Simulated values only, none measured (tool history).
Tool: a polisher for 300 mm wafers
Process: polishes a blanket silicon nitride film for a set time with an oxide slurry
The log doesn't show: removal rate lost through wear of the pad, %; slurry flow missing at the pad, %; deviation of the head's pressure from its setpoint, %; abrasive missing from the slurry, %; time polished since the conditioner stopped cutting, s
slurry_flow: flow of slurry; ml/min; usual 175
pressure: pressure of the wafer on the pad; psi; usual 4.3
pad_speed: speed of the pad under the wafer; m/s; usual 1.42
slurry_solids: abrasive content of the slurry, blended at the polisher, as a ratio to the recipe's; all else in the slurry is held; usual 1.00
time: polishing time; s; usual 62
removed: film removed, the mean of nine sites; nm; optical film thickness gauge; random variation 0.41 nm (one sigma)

| run | hour | slurry_flow | pressure | pad_speed | slurry_solids | time | wafers since the last listed run | wafers polished on this pad | hours since the slurry nozzle was cleaned | hours since the head pressure was calibrated | hours since the slurry blender was calibrated | hours since the conditioning disc was replaced | incoming thickness of the incoming film, nm | removed |
|---|---|---|---|---|---|---|---|---|---|---|---|---|---|---|
| 1 | 0.0 | 175 | 4.3 | 1.42 | 1.00 | 62 | 0 | 3218 | 152.4 | 773.8 | 426.5 | 260.6 | 546.3 | 56.2 |
|  | 4.9 | slurry blender recalibrated |
| 2 | 38.3 | 175 | 4.3 | 1.70 | 1.00 | 62 | 473 | 3691 | 190.7 | 812.1 | 33.4 | 298.9 | 549.0 | 64.5 |
| 3 | 107.5 | 175 | 4.3 | 1.70 | 1.00 | 62 | 903 | 4595 | 259.9 | 881.3 | 102.6 | 368.1 | 540.7 | 63.5 |
|  | 180.3 | conditioning disc replaced and pad reconditioned |
|  | 198.9 | worn pad replaced by a new one |
| 4 | 207.4 | 175 | 4.3 | 1.70 | 1.00 | 62 | 1225 | 110 | 359.8 | 981.2 | 202.5 | 27.1 | 539.3 | 63.5 |
| 5 | 278.0 | 175 | 4.3 | 1.42 | 1.00 | 62 | 921 | 1032 | 430.4 | 1051.8 | 273.1 | 97.7 | 537.5 | 54.9 |
| 6 | 331.5 | 175 | 4.3 | 1.42 | 1.00 | 62 | 698 | 1730 | 483.9 | 1105.3 | 326.6 | 151.2 | 540.9 | 55.2 |
|  | 381.4 | head pressure recalibrated |
|  | 402.6 | slurry blender recalibrated |
| 7 | 439.0 | 175 | 4.3 | 1.42 | 1.00 | 62 | 1351 | 3081 | 591.4 | 57.6 | 36.4 | 258.7 | 547.4 | 54.6 |
|  | 531.8 | slurry nozzle cleaned |
| 8 | 532.3 | 175 | 4.3 | 1.42 | 1.00 | 62 | 1204 | 4286 | 0.5 | 150.9 | 129.7 | 352.0 | 541.7 | 58.2 |
|  | 544.8 | conditioning disc replaced and pad reconditioned |
|  | 577.2 | worn pad replaced by a new one |
| 9 | 608.8 | 175 | 4.3 | 1.42 | 1.00 | 62 | 920 | 413 | 77.0 | 227.4 | 206.2 | 64.0 | 544.7 | 56.1 |
| 10 | 667.1 | 175 | 4.3 | 1.42 | 1.30 | 50 | 761 | 1174 | 135.3 | 285.7 | 264.5 | 122.3 | 544.1 | 50.8 |
| 11 | 713.4 | 175 | 4.9 | 1.42 | 1.00 | 62 | 604 | 1778 | 181.6 | 332.0 | 310.8 | 168.6 | 543.3 | 63.1 |
| 12 | 802.1 | 175 | 4.3 | 1.42 | 1.00 | 62 | 1157 | 2936 | 270.3 | 420.7 | 399.5 | 257.3 | 549.0 | 55.7 |
| 13 | 856.8 | 140 | 3.3 | 1.08 | 1.00 | 50 | 714 | 3650 | 325.0 | 475.4 | 454.2 | 312.0 | 543.2 | 26.1 |
|  | 872.2 | slurry blender recalibrated |
| 14 | 903.0 | 175 | 4.3 | 1.66 | 1.00 | 62 | 576 | 4227 | 371.2 | 521.6 | 30.8 | 358.2 | 533.1 | 62.0 |
| 15 | 982.7 | 175 | 4.3 | 1.42 | 1.00 | 56 | 1040 | 5267 | 450.9 | 601.3 | 110.5 | 437.9 | 545.0 | 49.0 |
|  | 994.5 | worn pad replaced by a new one, of another model than before |
|  | 1018.4 | conditioning disc replaced and pad reconditioned |
| 16 | 1041.5 | 205 | 4.3 | 1.56 | 0.80 | 71 | 689 | 586 | 509.7 | 660.1 | 169.3 | 23.1 | 540.5 | 58.4 |
|  | 1106.4 | slurry nozzle cleaned |
| 17 | 1147.3 | 175 | 4.3 | 1.42 | 1.00 | 62 | 1368 | 1955 | 40.9 | 765.9 | 275.1 | 128.9 | 534.3 | 57.0 |
| 18 | 1246.7 | 175 | 4.3 | 1.42 | 1.00 | 62 | 1297 | 3252 | 140.3 | 865.3 | 374.5 | 228.3 | 545.2 | 54.6 |
|  | 1301.1 | slurry blender recalibrated |
| 19 | 1344.5 | 175 | 3.9 | 1.42 | 1.00 | 62 | 1250 | 4503 | 238.1 | 963.1 | 43.4 | 326.1 | 539.2 | 51.5 |
|  | 1398.3 | head pressure recalibrated |
| 20 | 1399.1 | 175 | 3.3 | 1.42 | 1.00 | 62 | 686 | 5189 | 292.7 | 0.8 | 98.0 | 380.7 | 532.2 | 46.1 |
|  | 1447.9 | worn pad replaced by a new one |
|  | 1460.2 | conditioning disc replaced and pad reconditioned |
| 21 | 1471.8 | 175 | 5.1 | 1.42 | 1.10 | 62 | 870 | 286 | 365.4 | 73.5 | 170.7 | 11.6 | 533.8 | 61.4 |
| 22 | 1533.6 | 235 | 4.3 | 1.42 | 1.00 | 78 | 806 | 1093 | 427.2 | 135.3 | 232.5 | 73.4 | 529.2 | 72.1 |
| 23 | 1595.8 | 175 | 4.3 | 1.74 | 1.00 | 62 | 811 | 1905 | 489.4 | 197.5 | 294.7 | 135.6 | 546.8 | 57.5 |
| 24 | 1655.4 | 175 | 4.3 | 1.02 | 1.00 | 62 | 778 | 2683 | 549.0 | 257.1 | 354.3 | 195.2 | 539.9 | 46.0 |

Forecast each of these 5 alternatives for the next run:
| A | 1655.8 | 145 | 4.3 | 1.42 | 1.00 | 62 | 5 | 2688 | 549.4 | 257.5 | 354.7 | 195.6 | 549.5 | ? |
| B | 1655.8 | 175 | 4.3 | 1.72 | 0.75 | 62 | 5 | 2688 | 549.4 | 257.5 | 354.7 | 195.6 | 549.5 | ? |
| C | 1655.8 | 195 | 4.3 | 1.42 | 1.00 | 41 | 5 | 2688 | 549.4 | 257.5 | 354.7 | 195.6 | 549.5 | ? |
| D | 1655.8 | 175 | 4.3 | 1.42 | 0.70 | 62 | 5 | 2688 | 549.4 | 257.5 | 354.7 | 195.6 | 549.5 | ? |
| E | 1655.8 | 175 | 4.3 | 1.42 | 1.00 | 70 | 5 | 2688 | 549.4 | 257.5 | 354.7 | 195.6 | 549.5 | ? |

| run | removed |
|---|---|
| A | 47.6 |
| B | 47.8 |
| C | 35.8 |
| D | 41.8 |
| E | 58.8 |
Without the tool's hidden state the same runs would have given:
| run | removed |
|---|---|
| A | 54.1 |
| B | 52.5 |
| C | 38.8 |
| D | 46.0 |
| E | 64.7 |
